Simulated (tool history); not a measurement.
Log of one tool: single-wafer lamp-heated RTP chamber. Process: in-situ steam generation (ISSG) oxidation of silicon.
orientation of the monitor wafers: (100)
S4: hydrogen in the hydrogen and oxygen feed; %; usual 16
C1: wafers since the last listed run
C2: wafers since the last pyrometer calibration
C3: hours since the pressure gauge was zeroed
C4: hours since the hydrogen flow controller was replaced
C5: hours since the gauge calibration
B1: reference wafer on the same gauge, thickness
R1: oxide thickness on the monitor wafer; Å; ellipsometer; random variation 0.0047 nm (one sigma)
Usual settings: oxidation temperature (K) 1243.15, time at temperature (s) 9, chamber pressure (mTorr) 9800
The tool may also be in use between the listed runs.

Run 1, hour 0: usual settings but oxidation temperature (K) 1247.15; C1 0; C2 734; C3 972.1; C4 5795.3; C5 549.6; B1 2.821. Result: R1 31.74 Å.
Run 2, hour 65.3: usual settings but oxidation temperature (K) 1247.15; C1 748; C2 1482; C3 1037.4; C4 5860.6; C5 614.9; B1 2.819. Result: R1 31.95 Å.
At hour 138.4: pyrometer window cleaned and pyrometer calibrated.
Run 3, hour 138.9: usual settings but oxidation temperature (K) 1247.15; C1 751; C2 5; C3 1111; C4 5934.2; C5 688.5; B1 2.82. Result: R1 31.72 Å.
Run 4, hour 160.1: usual settings; C1 242; C2 248; C3 1132.2; C4 5955.4; C5 709.7; B1 2.819. Result: R1 31.37 Å.
Run 5, hour 219.8: usual settings; C1 684; C2 932; C3 1191.9; C4 6015.1; C5 769.4; B1 2.819. Result: R1 31.51 Å.
Run 6, hour 284.6: usual settings; C1 742; C2 1674; C3 1256.7; C4 6079.9; C5 834.2; B1 2.822. Result: R1 31.6 Å.
Run 7, hour 314.9: usual settings; C1 347; C2 2022; C3 1287; C4 6110.2; C5 864.5; B1 2.819. Result: R1 31.78 Å.
At hour 352.8: pyrometer window cleaned and pyrometer calibrated.
Run 8, hour 360.6: usual settings; C1 431; C2 89; C3 1332.7; C4 6155.9; C5 910.2; B1 2.821. Result: R1 31.36 Å.
Run 9, hour 404: usual settings; C1 497; C2 586; C3 1376.1; C4 6199.3; C5 953.6; B1 2.821. Result: R1 31.45 Å.
Run 10, hour 436.3: usual settings; C1 370; C2 956; C3 1408.4; C4 6231.6; C5 985.9; B1 2.819. Result: R1 31.45 Å.
Run 11, hour 496.1: usual settings but oxidation temperature (K) 1262.15, time at temperature (s) 11, chamber pressure (mTorr) 10200, S4 25 %; C1 685; C2 1641; C3 1468.2; C4 6291.4; C5 1045.7; B1 2.82. Result: R1 39.85 Å.
At hour 550.5: hydrogen flow controller replaced.
Run 12, hour 551: usual settings but time at temperature (s) 11; C1 537; C2 2179; C3 1523.1; C4 0.5; C5 1100.6; B1 2.819. Result: R1 34.4 Å.
At hour 552.8: gauge calibrated.
At hour 582.2: pyrometer window cleaned and pyrometer calibrated.
Run 13, hour 611.6: usual settings but time at temperature (s) 8, chamber pressure (mTorr) 10200; C1 602; C2 336; C3 1583.7; C4 61.1; C5 58.8; B1 2.82. Result: R1 29.69 Å.
Run 14, hour 654: usual settings but oxidation temperature (K) 1260.15, S4 11 %; C1 485; C2 822; C3 1626.1; C4 103.5; C5 101.2; B1 2.821. Result: R1 30.08 Å.
At hour 795.5: pressure gauge zeroed.
At hour 802.9: pyrometer window cleaned and pyrometer calibrated.
Run 15, hour 816.1: usual settings; C1 1681; C2 151; C3 20.6; C4 265.6; C5 263.3; B1 2.822. Result: R1 31.39 Å.
Run 16, hour 849.8: usual settings but time at temperature (s) 8; C1 386; C2 537; C3 54.3; C4 299.3; C5 297; B1 2.818. Result: R1 30.03 Å.
Run 17, hour 877.7: usual settings; C1 319; C2 857; C3 82.2; C4 327.2; C5 324.9; B1 2.82. Result: R1 31.53 Å.
Run 18, hour 903.4: usual settings; C1 294; C2 1152; C3 107.9; C4 352.9; C5 350.6; B1 2.82. Result: R1 31.45 Å.
Run 19, hour 951: usual settings but time at temperature (s) 11, chamber pressure (mTorr) 10200; C1 545; C2 1697; C3 155.5; C4 400.5; C5 398.2; B1 2.822. Result: R1 34.16 Å.
At hour 1022.2: pyrometer window cleaned and pyrometer calibrated.
Run 20, hour 1022.7: usual settings but oxidation temperature (K) 1263.15, S4 11 %; C1 729; C2 5; C3 227.2; C4 472.2; C5 469.9; B1 2.818. Result: R1 30.27 Å.
Run 21, hour 1076.1: usual settings but chamber pressure (mTorr) 10200; C1 611; C2 617; C3 280.6; C4 525.6; C5 523.3; B1 2.82. Result: R1 31.25 Å.

Measured less the same run without the tool's hidden state. The same run-to-run variation is in both; the gauge's scatter may not be:
The hidden state here: true wafer temperature minus pyrometer reading, K; true pressure minus gauge reading, Torr; deviation of the hydrogen flow from its setpoint, %; gauge reads high (%).
run     R1
  1   +0.1
  2  +0.25
  3  +0.02
  4  +0.03
  5   +0.1
  6  +0.26
  7  +0.36
  8  +0.01
  9  +0.04
 10  +0.08
 11  +0.37
 12  +0.52
 13  +0.03
 14  +0.09
 15  +0.05
 16  +0.06
 17  +0.11
 18  +0.16
 19  +0.34
 20  +0.02
 21  +0.05
